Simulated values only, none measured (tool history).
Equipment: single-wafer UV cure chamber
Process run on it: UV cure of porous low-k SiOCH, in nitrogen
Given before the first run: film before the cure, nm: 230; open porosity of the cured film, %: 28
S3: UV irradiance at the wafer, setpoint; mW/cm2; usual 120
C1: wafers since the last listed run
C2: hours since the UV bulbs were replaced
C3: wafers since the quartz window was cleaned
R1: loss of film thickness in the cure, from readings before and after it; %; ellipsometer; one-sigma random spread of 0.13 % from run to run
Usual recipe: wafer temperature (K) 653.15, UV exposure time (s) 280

{"run": 1, "day": 0.0, "wafer temperature (K)": 644.15, "UV exposure time (s)": 175, "S3": 120, "C1": 0, "C2": 2862.9, "C3": 2071, "R1": 12.642}
{"run": 2, "day": 0.425, "wafer temperature (K)": 644.15, "UV exposure time (s)": 175, "S3": 120, "C1": 112, "C2": 2873.1, "C3": 2183, "R1": 12.63}
{"run": 3, "day": 0.858, "wafer temperature (K)": 644.15, "UV exposure time (s)": 175, "S3": 120, "C1": 114, "C2": 2883.5, "C3": 2297, "R1": 12.665}
{"run": 4, "day": 1.512, "wafer temperature (K)": 653.15, "UV exposure time (s)": 280, "S3": 120, "C1": 172, "C2": 2899.2, "C3": 2470, "R1": 15.117}
{"run": 5, "day": 2.079, "wafer temperature (K)": 653.15, "UV exposure time (s)": 280, "S3": 120, "C1": 149, "C2": 2912.8, "C3": 2619, "R1": 15.463}
{"run": 6, "day": 2.625, "wafer temperature (K)": 653.15, "UV exposure time (s)": 280, "S3": 120, "C1": 143, "C2": 2925.9, "C3": 2763, "R1": 14.967}
{"run": 7, "day": 3.138, "wafer temperature (K)": 653.15, "UV exposure time (s)": 280, "S3": 120, "C1": 135, "C2": 2938.2, "C3": 2898, "R1": 15.154}
{"run": 8, "day": 3.738, "wafer temperature (K)": 653.15, "UV exposure time (s)": 280, "S3": 120, "C1": 158, "C2": 2952.6, "C3": 3056, "R1": 15.144}
{"run": 9, "day": 4.475, "wafer temperature (K)": 653.15, "UV exposure time (s)": 280, "S3": 120, "C1": 194, "C2": 2970.3, "C3": 3251, "R1": 15.021}
{"run": 10, "day": 4.762, "wafer temperature (K)": 653.15, "UV exposure time (s)": 280, "S3": 120, "C1": 75, "C2": 2977.2, "C3": 3327, "R1": 15.313}
{"day": 5.546, "done": "UV bulbs replaced"}
{"run": 11, "day": 5.567, "wafer temperature (K)": 644.15, "UV exposure time (s)": 280, "S3": 120, "C1": 124, "C2": 0.5, "C3": 3451, "R1": 15.064}
{"run": 12, "day": 6.021, "wafer temperature (K)": 644.15, "UV exposure time (s)": 280, "S3": 120, "C1": 119, "C2": 11.4, "C3": 3571, "R1": 14.852}
{"run": 13, "day": 6.467, "wafer temperature (K)": 668.15, "UV exposure time (s)": 360, "S3": 87, "C1": 117, "C2": 22.1, "C3": 3688, "R1": 14.914}
{"run": 14, "day": 6.762, "wafer temperature (K)": 666.15, "UV exposure time (s)": 360, "S3": 98, "C1": 78, "C2": 29.2, "C3": 3766, "R1": 15.723}
{"run": 15, "day": 7.246, "wafer temperature (K)": 670.15, "UV exposure time (s)": 435, "S3": 120, "C1": 127, "C2": 40.8, "C3": 3894, "R1": 17.737}
{"run": 16, "day": 7.525, "wafer temperature (K)": 653.15, "UV exposure time (s)": 280, "S3": 82, "C1": 73, "C2": 47.5, "C3": 3967, "R1": 13.017}
{"run": 17, "day": 8.188, "wafer temperature (K)": 634.15, "UV exposure time (s)": 445, "S3": 104, "C1": 174, "C2": 63.4, "C3": 4142, "R1": 16.434}
{"day": 9.142, "done": "quartz window cleaned"}
{"run": 18, "day": 9.162, "wafer temperature (K)": 653.15, "UV exposure time (s)": 280, "S3": 120, "C1": 169, "C2": 86.8, "C3": 6, "R1": 16.115}
{"run": 19, "day": 9.538, "wafer temperature (K)": 653.15, "UV exposure time (s)": 280, "S3": 120, "C1": 98, "C2": 95.8, "C3": 104, "R1": 16.3}
{"run": 20, "day": 10.221, "wafer temperature (K)": 670.15, "UV exposure time (s)": 280, "S3": 120, "C1": 180, "C2": 112.2, "C3": 285, "R1": 16.339}
{"run": 21, "day": 10.888, "wafer temperature (K)": 653.15, "UV exposure time (s)": 280, "S3": 120, "C1": 175, "C2": 128.2, "C3": 460, "R1": 15.918}

The next listed run, before its measurement:
{"run": 22, "day": 11.283, "wafer temperature (K)": 640.15, "UV exposure time (s)": 215, "S3": 120, "C1": 104, "C2": 137.7, "C3": 565, "R1": "?"}

R1: 14.272 %
Minus the tool's unlogged condition, the same run would have read R1 14.711 %.
